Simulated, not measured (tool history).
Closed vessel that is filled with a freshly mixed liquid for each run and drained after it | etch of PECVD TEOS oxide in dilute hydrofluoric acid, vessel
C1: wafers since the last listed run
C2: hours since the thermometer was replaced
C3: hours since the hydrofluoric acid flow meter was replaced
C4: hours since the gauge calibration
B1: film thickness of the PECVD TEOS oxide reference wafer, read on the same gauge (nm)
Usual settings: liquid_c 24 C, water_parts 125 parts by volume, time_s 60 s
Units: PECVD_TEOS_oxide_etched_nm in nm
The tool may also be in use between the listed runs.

{"run": 1, "hour": 0.0, "liquid_c": 24, "water_parts": 125, "time_s": 85, "C1": 0, "C2": 1800.2, "C3": 236.6, "C4": 500.9, "B1": 141, "PECVD_TEOS_oxide_etched_nm": 13.9}
{"run": 2, "hour": 70.5, "liquid_c": 24, "water_parts": 125, "time_s": 85, "C1": 4785, "C2": 1870.7, "C3": 307.1, "C4": 571.4, "B1": 141.17, "PECVD_TEOS_oxide_etched_nm": 13.96}
{"run": 3, "hour": 168.3, "liquid_c": 24, "water_parts": 145, "time_s": 60, "C1": 6638, "C2": 1968.5, "C3": 404.9, "C4": 669.2, "B1": 141.46, "PECVD_TEOS_oxide_etched_nm": 8.23}
{"run": 4, "hour": 213.4, "liquid_c": 24, "water_parts": 145, "time_s": 60, "C1": 3061, "C2": 2013.6, "C3": 450, "C4": 714.3, "B1": 141.57, "PECVD_TEOS_oxide_etched_nm": 8.26}
{"run": 5, "hour": 286.5, "liquid_c": 24, "water_parts": 145, "time_s": 60, "C1": 4961, "C2": 2086.7, "C3": 523.1, "C4": 787.4, "B1": 141.74, "PECVD_TEOS_oxide_etched_nm": 8.27}
{"run": 6, "hour": 362.3, "liquid_c": 24, "water_parts": 125, "time_s": 60, "C1": 5145, "C2": 2162.5, "C3": 598.9, "C4": 863.2, "B1": 141.95, "PECVD_TEOS_oxide_etched_nm": 9.9}
{"run": 7, "hour": 462.5, "liquid_c": 24, "water_parts": 125, "time_s": 60, "C1": 6801, "C2": 2262.7, "C3": 699.1, "C4": 963.4, "B1": 142.17, "PECVD_TEOS_oxide_etched_nm": 9.88}
{"run": 8, "hour": 544.4, "liquid_c": 24, "water_parts": 125, "time_s": 60, "C1": 5559, "C2": 2344.6, "C3": 781, "C4": 1045.3, "B1": 142.41, "PECVD_TEOS_oxide_etched_nm": 9.92}
{"run": 9, "hour": 643.8, "liquid_c": 24, "water_parts": 165, "time_s": 75, "C1": 6746, "C2": 2444, "C3": 880.4, "C4": 1144.7, "B1": 142.67, "PECVD_TEOS_oxide_etched_nm": 8.94}
{"run": 10, "hour": 712.4, "liquid_c": 24, "water_parts": 125, "time_s": 70, "C1": 4656, "C2": 2512.6, "C3": 949, "C4": 1213.3, "B1": 142.87, "PECVD_TEOS_oxide_etched_nm": 11.56}
{"hour": 753.4, "done": "gauge calibrated"}
{"run": 11, "hour": 793.5, "liquid_c": 25.5, "water_parts": 105, "time_s": 45, "C1": 5504, "C2": 2593.7, "C3": 1030.1, "C4": 40.1, "B1": 140.41, "PECVD_TEOS_oxide_etched_nm": 9.43}
{"run": 12, "hour": 845.8, "liquid_c": 20, "water_parts": 125, "time_s": 60, "C1": 3549, "C2": 2646, "C3": 1082.4, "C4": 92.4, "B1": 140.57, "PECVD_TEOS_oxide_etched_nm": 8.34}
{"run": 13, "hour": 892.0, "liquid_c": 24, "water_parts": 125, "time_s": 60, "C1": 3135, "C2": 2692.2, "C3": 1128.6, "C4": 138.6, "B1": 140.66, "PECVD_TEOS_oxide_etched_nm": 9.76}
{"hour": 902.0, "done": "hydrofluoric acid flow meter replaced"}
{"hour": 1033.9, "done": "thermometer replaced"}
{"run": 14, "hour": 1053.1, "liquid_c": 26, "water_parts": 90, "time_s": 90, "C1": 10799, "C2": 19.2, "C3": 151.1, "C4": 299.7, "B1": 141.07, "PECVD_TEOS_oxide_etched_nm": 23.24}
{"run": 15, "hour": 1125.9, "liquid_c": 26, "water_parts": 160, "time_s": 60, "C1": 4941, "C2": 92, "C3": 223.9, "C4": 372.5, "B1": 141.26, "PECVD_TEOS_oxide_etched_nm": 8}
{"run": 16, "hour": 1284.4, "liquid_c": 24, "water_parts": 125, "time_s": 60, "C1": 10758, "C2": 250.5, "C3": 382.4, "C4": 531, "B1": 141.67, "PECVD_TEOS_oxide_etched_nm": 9.87}
{"run": 17, "hour": 1354.8, "liquid_c": 26, "water_parts": 70, "time_s": 60, "C1": 4778, "C2": 320.9, "C3": 452.8, "C4": 601.4, "B1": 141.88, "PECVD_TEOS_oxide_etched_nm": 20.32}

Forecast each of these 3 alternatives for the next run:
{"run": "A", "hour": 1355.5, "liquid_c": 24, "water_parts": 125, "time_s": 60, "C1": 47, "C2": 321.6, "C3": 453.5, "C4": 602.1, "B1": "?", "PECVD_TEOS_oxide_etched_nm": "?"}
{"run": "B", "hour": 1355.5, "liquid_c": 25.5, "water_parts": 145, "time_s": 95, "C1": 47, "C2": 321.6, "C3": 453.5, "C4": 602.1, "B1": "?", "PECVD_TEOS_oxide_etched_nm": "?"}
{"run": "C", "hour": 1355.5, "liquid_c": 21.5, "water_parts": 70, "time_s": 60, "C1": 47, "C2": 321.6, "C3": 453.5, "C4": 602.1, "B1": "?", "PECVD_TEOS_oxide_etched_nm": "?"}

run=A B1=141.88 PECVD_TEOS_oxide_etched_nm=9.92
run=B B1=141.88 PECVD_TEOS_oxide_etched_nm=14.01
run=C B1=141.88 PECVD_TEOS_oxide_etched_nm=17.12
Without the tool's hidden state the same runs would have given:
run=A PECVD_TEOS_oxide_etched_nm=9.79
run=B PECVD_TEOS_oxide_etched_nm=13.83
run=C PECVD_TEOS_oxide_etched_nm=16.89

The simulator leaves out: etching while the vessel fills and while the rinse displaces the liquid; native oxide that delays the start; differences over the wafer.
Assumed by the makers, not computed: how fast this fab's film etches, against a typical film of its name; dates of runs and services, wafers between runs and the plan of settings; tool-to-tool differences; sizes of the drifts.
